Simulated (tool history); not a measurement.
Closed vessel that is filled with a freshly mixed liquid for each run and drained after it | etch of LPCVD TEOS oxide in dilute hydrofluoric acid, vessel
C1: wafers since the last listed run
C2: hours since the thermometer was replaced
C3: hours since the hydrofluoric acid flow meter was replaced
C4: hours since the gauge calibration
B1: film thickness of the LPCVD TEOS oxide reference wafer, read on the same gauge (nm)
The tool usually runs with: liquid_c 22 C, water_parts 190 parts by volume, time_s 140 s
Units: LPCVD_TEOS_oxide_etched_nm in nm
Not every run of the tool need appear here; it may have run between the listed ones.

run 1 hour=0 | liquid_c=22 water_parts=190 time_s=140 | C1=0 C2=2442.6 C3=391.7 C4=22.1 | B1=110.04 | LPCVD_TEOS_oxide_etched_nm=9.18
run 2 hour=12.5 | liquid_c=22 water_parts=190 time_s=140 | C1=1453 C2=2455.1 C3=404.2 C4=34.6 | B1=110.04 | LPCVD_TEOS_oxide_etched_nm=9.17
run 3 hour=45.5 | liquid_c=22 water_parts=190 time_s=140 | C1=3837 C2=2488.1 C3=437.2 C4=67.6 | B1=110.02 | LPCVD_TEOS_oxide_etched_nm=9.2
run 4 hour=73.1 | liquid_c=21 water_parts=265 time_s=140 | C1=3209 C2=2515.7 C3=464.8 C4=95.2 | B1=110 | LPCVD_TEOS_oxide_etched_nm=5.91
run 5 hour=103.8 | liquid_c=21 water_parts=265 time_s=140 | C1=3569 C2=2546.4 C3=495.5 C4=125.9 | B1=110.04 | LPCVD_TEOS_oxide_etched_nm=5.9
run 6 hour=128.9 | liquid_c=22 water_parts=190 time_s=140 | C1=2918 C2=2571.5 C3=520.6 C4=151 | B1=110.01 | LPCVD_TEOS_oxide_etched_nm=9.2
run 7 hour=159.1 | liquid_c=22 water_parts=190 time_s=140 | C1=3511 C2=2601.7 C3=550.8 C4=181.2 | B1=109.96 | LPCVD_TEOS_oxide_etched_nm=9.19
run 8 hour=177.2 | liquid_c=22 water_parts=190 time_s=140 | C1=2104 C2=2619.8 C3=568.9 C4=199.3 | B1=110.02 | LPCVD_TEOS_oxide_etched_nm=9.22
run 9 hour=196.6 | liquid_c=22 water_parts=190 time_s=140 | C1=2255 C2=2639.2 C3=588.3 C4=218.7 | B1=109.98 | LPCVD_TEOS_oxide_etched_nm=9.19
run 10 hour=224.3 | liquid_c=22 water_parts=190 time_s=140 | C1=3220 C2=2666.9 C3=616 C4=246.4 | B1=110.04 | LPCVD_TEOS_oxide_etched_nm=9.18
-- hour=226.8 hydrofluoric acid flow meter replaced
run 11 hour=250.2 | liquid_c=22 water_parts=190 time_s=140 | C1=2895 C2=2692.8 C3=23.4 C4=272.3 | B1=110.02 | LPCVD_TEOS_oxide_etched_nm=8.99
run 12 hour=265 | liquid_c=22 water_parts=190 time_s=140 | C1=1720 C2=2707.6 C3=38.2 C4=287.1 | B1=109.96 | LPCVD_TEOS_oxide_etched_nm=8.89
run 13 hour=289.7 | liquid_c=20.5 water_parts=190 time_s=140 | C1=2872 C2=2732.3 C3=62.9 C4=311.8 | B1=109.99 | LPCVD_TEOS_oxide_etched_nm=8.4
run 14 hour=308.1 | liquid_c=22 water_parts=135 time_s=180 | C1=2139 C2=2750.7 C3=81.3 C4=330.2 | B1=109.98 | LPCVD_TEOS_oxide_etched_nm=17.04
run 15 hour=329.9 | liquid_c=24 water_parts=160 time_s=115 | C1=2534 C2=2772.5 C3=103.1 C4=352 | B1=110 | LPCVD_TEOS_oxide_etched_nm=9.64
-- hour=337 thermometer replaced
-- hour=342.8 gauge calibrated
run 16 hour=351.7 | liquid_c=22 water_parts=115 time_s=100 | C1=2418 C2=14.7 C3=124.9 C4=8.9 | B1=110.04 | LPCVD_TEOS_oxide_etched_nm=12.75
run 17 hour=380.6 | liquid_c=22 water_parts=130 time_s=140 | C1=3360 C2=43.6 C3=153.8 C4=37.8 | B1=109.99 | LPCVD_TEOS_oxide_etched_nm=15.53
run 18 hour=395 | liquid_c=22 water_parts=190 time_s=140 | C1=1674 C2=58 C3=168.2 C4=52.2 | B1=109.96 | LPCVD_TEOS_oxide_etched_nm=10.04
run 19 hour=408.2 | liquid_c=21 water_parts=265 time_s=140 | C1=1534 C2=71.2 C3=181.4 C4=65.4 | B1=109.97 | LPCVD_TEOS_oxide_etched_nm=6.4
run 20 hour=420.4 | liquid_c=18.5 water_parts=190 time_s=220 | C1=1418 C2=83.4 C3=193.6 C4=77.6 | B1=110 | LPCVD_TEOS_oxide_etched_nm=13.68
run 21 hour=444.6 | liquid_c=22 water_parts=190 time_s=205 | C1=2813 C2=107.6 C3=217.8 C4=101.8 | B1=110.02 | LPCVD_TEOS_oxide_etched_nm=14.71
run 22 hour=468.5 | liquid_c=18.5 water_parts=125 time_s=165 | C1=2779 C2=131.5 C3=241.7 C4=125.7 | B1=109.96 | LPCVD_TEOS_oxide_etched_nm=16.76
run 23 hour=495.8 | liquid_c=22 water_parts=245 time_s=165 | C1=3174 C2=158.8 C3=269 C4=153 | B1=109.94 | LPCVD_TEOS_oxide_etched_nm=8.69
run 24 hour=510.7 | liquid_c=25.5 water_parts=220 time_s=165 | C1=1732 C2=173.7 C3=283.9 C4=167.9 | B1=109.99 | LPCVD_TEOS_oxide_etched_nm=11.29

5 ways to go on from here, each from the tool as it stands after run 24. What would each give?
run A hour=511.4 | liquid_c=22 water_parts=285 time_s=140 | C1=81 C2=174.4 C3=284.6 C4=168.6 | B1=? | LPCVD_TEOS_oxide_etched_nm=?
run B hour=511.4 | liquid_c=17.5 water_parts=190 time_s=185 | C1=81 C2=174.4 C3=284.6 C4=168.6 | B1=? | LPCVD_TEOS_oxide_etched_nm=?
run C hour=511.4 | liquid_c=18 water_parts=105 time_s=140 | C1=81 C2=174.4 C3=284.6 C4=168.6 | B1=? | LPCVD_TEOS_oxide_etched_nm=?
run D hour=511.4 | liquid_c=26 water_parts=110 time_s=175 | C1=81 C2=174.4 C3=284.6 C4=168.6 | B1=? | LPCVD_TEOS_oxide_etched_nm=?
run E hour=511.4 | liquid_c=25 water_parts=145 time_s=175 | C1=81 C2=174.4 C3=284.6 C4=168.6 | B1=? | LPCVD_TEOS_oxide_etched_nm=?

run=A B1=109.99 LPCVD_TEOS_oxide_etched_nm=6.07
run=B B1=109.99 LPCVD_TEOS_oxide_etched_nm=11.06
run=C B1=109.99 LPCVD_TEOS_oxide_etched_nm=16.79
run=D B1=109.99 LPCVD_TEOS_oxide_etched_nm=27.49
run=E B1=109.99 LPCVD_TEOS_oxide_etched_nm=19.25
Without the tool's hidden state the same runs would have given:
run=A LPCVD_TEOS_oxide_etched_nm=6.02
run=B LPCVD_TEOS_oxide_etched_nm=11.01
run=C LPCVD_TEOS_oxide_etched_nm=16.73
run=D LPCVD_TEOS_oxide_etched_nm=27.37
run=E LPCVD_TEOS_oxide_etched_nm=19.15

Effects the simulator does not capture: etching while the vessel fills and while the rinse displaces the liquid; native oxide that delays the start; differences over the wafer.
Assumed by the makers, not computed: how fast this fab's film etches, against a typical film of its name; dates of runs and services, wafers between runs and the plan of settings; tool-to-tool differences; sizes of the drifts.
